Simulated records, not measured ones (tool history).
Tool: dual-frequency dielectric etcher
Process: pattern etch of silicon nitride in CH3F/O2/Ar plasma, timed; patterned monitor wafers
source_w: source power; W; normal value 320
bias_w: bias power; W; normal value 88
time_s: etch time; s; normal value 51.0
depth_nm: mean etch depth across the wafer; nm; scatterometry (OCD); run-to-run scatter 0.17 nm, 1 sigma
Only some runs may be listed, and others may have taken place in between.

run	day	source_w	bias_w	time_s	wafers since the last listed run	hours since the last wet clean	hours since the last source power generator calibration	hours since the last bias power generator calibration	hours since the last upper electrode change	hours since the gauge calibration	read-back reference wafer on the same gauge, depth_nm	depth_nm
1	0.000	320	88	51.0	0	499.5	4413.3	2872.6	3570.4	74.0	38.40	34.17
2	0.600	320	88	51.0	194	513.9	4427.7	2887.0	3584.8	88.4	38.38	33.53
3	1.100	320	88	51.0	161	525.9	4439.7	2899.0	3596.8	100.4	38.37	34.03
4	1.408	320	77	60.0	99	533.3	4447.1	2906.4	3604.2	107.8	38.38	37.97
5	2.046	360	88	51.0	206	548.6	4462.4	2921.7	3619.5	123.1	38.40	36.02
6	2.708	360	88	51.0	214	564.5	4478.3	2937.6	3635.4	139.0	38.43	35.52
7	3.029	360	88	51.0	103	572.2	4486.0	2945.3	3643.1	146.7	38.40	35.95
8	3.354	320	88	51.0	105	580.0	4493.8	2953.1	3650.9	154.5	38.39	33.77
9	3.796	280	88	51.0	142	590.6	4504.4	2963.7	3661.5	165.1	38.37	31.68
# day 5.938: upper electrode replaced
10	5.958	280	88	51.0	375	642.5	4556.3	3015.6	0.5	217.0	38.42	31.42
11	5.971	280	88	51.0	4	642.8	4556.6	3015.9	0.8	217.3	38.37	31.36
# day 7.017: wet clean of the chamber
12	7.038	290	88	51.0	21	0.5	4582.2	3041.5	26.4	242.9	38.42	31.05
13	7.050	290	88	51.0	4	0.8	4582.5	3041.8	26.7	243.2	38.47	30.91
# day 8.167: source power generator calibrated
# day 8.562: gauge calibrated
# day 9.083: wet clean of the chamber, repeated, since the last time left the tool worse
14	9.104	320	106	51.0	313	0.5	22.5	3091.1	76.0	13.0	38.33	36.98
15	9.408	320	106	51.0	98	7.8	29.8	3098.4	83.3	20.3	38.39	36.78
16	9.900	320	97	65.5	158	19.6	41.6	3110.2	95.1	32.1	38.37	46.20
# day 10.138: bias power generator calibrated
17	10.208	320	106	51.0	45	27.0	49.0	1.7	102.5	39.5	38.38	36.96
18	10.546	320	88	51.0	109	35.1	57.1	9.8	110.6	47.6	38.40	34.74
19	10.862	320	88	65.0	102	42.7	64.7	17.4	118.2	55.2	38.40	44.45
20	11.250	260	110	51.0	125	52.0	74.0	26.7	127.5	64.5	38.40	33.63
21	11.708	280	88	51.0	148	63.0	85.0	37.7	138.5	75.5	38.40	32.49
22	12.233	320	76	36.0	169	75.6	97.6	50.3	151.1	88.1	38.39	23.45
23	12.492	320	99	65.5	83	81.8	103.8	56.5	157.3	94.3	38.41	46.43
24	12.967	320	69	51.0	153	93.2	115.2	67.9	168.7	105.7	38.42	32.26
25	13.238	260	104	64.5	87	99.7	121.7	74.4	175.2	112.2	38.37	41.47
26	13.612	320	105	51.0	121	108.7	130.7	83.4	184.2	121.2	38.43	36.77
27	14.121	340	74	51.0	164	120.9	142.9	95.6	196.4	133.4	38.43	33.88
28	14.533	290	99	51.0	133	130.8	152.8	105.5	206.3	143.3	38.42	34.36
29	15.254	320	88	51.0	233	148.1	170.1	122.8	223.6	160.6	38.39	34.58
30	15.996	280	94	64.5	239	165.9	187.9	140.6	241.4	178.4	38.41	41.94
31	16.642	250	88	58.5	208	181.4	203.4	156.1	256.9	193.9	38.38	35.05

Each row is a separate what-if for the run after 31, all from the same tool condition, not one after another. Results?
A	16.658	320	88	51.0	5	181.8	203.8	156.5	257.3	194.3	?	?
B	16.658	320	98	51.0	5	181.8	203.8	156.5	257.3	194.3	?	?
C	16.658	290	110	51.0	5	181.8	203.8	156.5	257.3	194.3	?	?

run	read-back reference wafer on the same gauge, depth_nm	depth_nm
A	38.41	34.16
B	38.41	35.33
C	38.41	34.93
The same runs, with their run-to-run variation unchanged, on a tool lacking any hidden condition would have given:
run	depth_nm
A	34.49
B	35.67
C	35.27
